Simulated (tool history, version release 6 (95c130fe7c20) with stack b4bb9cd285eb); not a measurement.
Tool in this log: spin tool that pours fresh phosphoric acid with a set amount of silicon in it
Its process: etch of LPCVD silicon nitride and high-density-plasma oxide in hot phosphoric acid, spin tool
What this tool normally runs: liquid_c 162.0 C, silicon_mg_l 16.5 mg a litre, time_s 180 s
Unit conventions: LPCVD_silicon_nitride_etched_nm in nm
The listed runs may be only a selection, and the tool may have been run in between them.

run	hour	liquid_c	silicon_mg_l	time_s	wafers since the last listed run	hours since the thermometer was replaced	hours since the dissolved silicon flow meter was replaced	hours since the heated supply line was repaired	hours since the gauge calibration	read-back film thickness of the LPCVD silicon nitride reference wafer, read on the same gauge (nm)	LPCVD_silicon_nitride_etched_nm
1	0.0	162.0	28.0	265	0	1254.0	1048.8	2725.0	189.1	40.01	24.61
2	11.4	159.0	13.0	285	75	1265.4	1060.2	2736.4	200.5	40.03	24.21
3	19.6	162.0	16.5	180	54	1273.6	1068.4	2744.6	208.7	39.98	16.94
4	27.5	162.0	16.5	105	52	1281.5	1076.3	2752.5	216.6	39.98	9.83
5	42.3	162.0	26.5	290	98	1296.3	1091.1	2767.3	231.4	39.95	26.94
6	58.4	163.0	16.5	180	106	1312.4	1107.2	2783.4	247.5	39.99	17.33
# hour 59.8: dissolved silicon flow meter replaced
7	67.5	162.0	11.5	180	53	1321.5	7.7	2792.5	256.6	40.00	16.87
8	77.1	162.0	16.5	180	63	1331.1	17.3	2802.1	266.2	39.95	16.91
9	90.6	162.0	16.5	180	89	1344.6	30.8	2815.6	279.7	39.98	16.82
# hour 94.0: thermometer replaced
# hour 96.8: gauge calibrated
10	98.7	163.0	21.0	230	47	4.7	38.9	2823.7	1.9	39.99	22.09
11	111.2	162.0	13.0	180	82	17.2	51.4	2836.2	14.4	39.98	16.75
# hour 124.5: heated supply line repaired
12	126.4	160.5	9.0	240	94	32.4	66.6	1.9	29.6	40.02	21.50
13	132.5	162.0	16.5	180	40	38.5	72.7	8.0	35.7	40.02	16.85
14	145.9	162.0	6.0	180	88	51.9	86.1	21.4	49.1	40.00	16.84
15	162.4	162.0	28.0	265	109	68.4	102.6	37.9	65.6	39.96	24.86
16	171.1	162.0	21.5	180	57	77.1	111.3	46.6	74.3	39.97	16.78
17	180.3	162.0	16.5	180	61	86.3	120.5	55.8	83.5	40.04	16.88
18	193.3	162.0	16.5	180	86	99.3	133.5	68.8	96.5	39.98	16.87
19	209.8	162.0	11.5	110	109	115.8	150.0	85.3	113.0	40.03	10.28
20	227.6	163.5	24.0	245	118	133.6	167.8	103.1	130.8	40.02	24.18
21	244.0	159.5	25.5	90	108	150.0	184.2	119.5	147.2	39.99	7.79

4 options for the next run, each taken on its own from the tool as it stands now. Forecast them:
A	244.5	162.0	16.5	180	3	150.5	184.7	120.0	147.7	?	?
B	244.5	160.5	21.5	125	3	150.5	184.7	120.0	147.7	?	?
C	244.5	160.0	22.5	265	3	150.5	184.7	120.0	147.7	?	?
D	244.5	159.0	28.5	235	3	150.5	184.7	120.0	147.7	?	?

run	read-back film thickness of the LPCVD silicon nitride reference wafer, read on the same gauge (nm)	LPCVD_silicon_nitride_etched_nm
A	40.02	16.97
B	40.02	11.21
C	40.02	23.37
D	40.02	20.04
What these runs would have given with no unlogged condition in the tool:
run	LPCVD_silicon_nitride_etched_nm
A	16.97
B	11.21
C	23.37
D	20.04
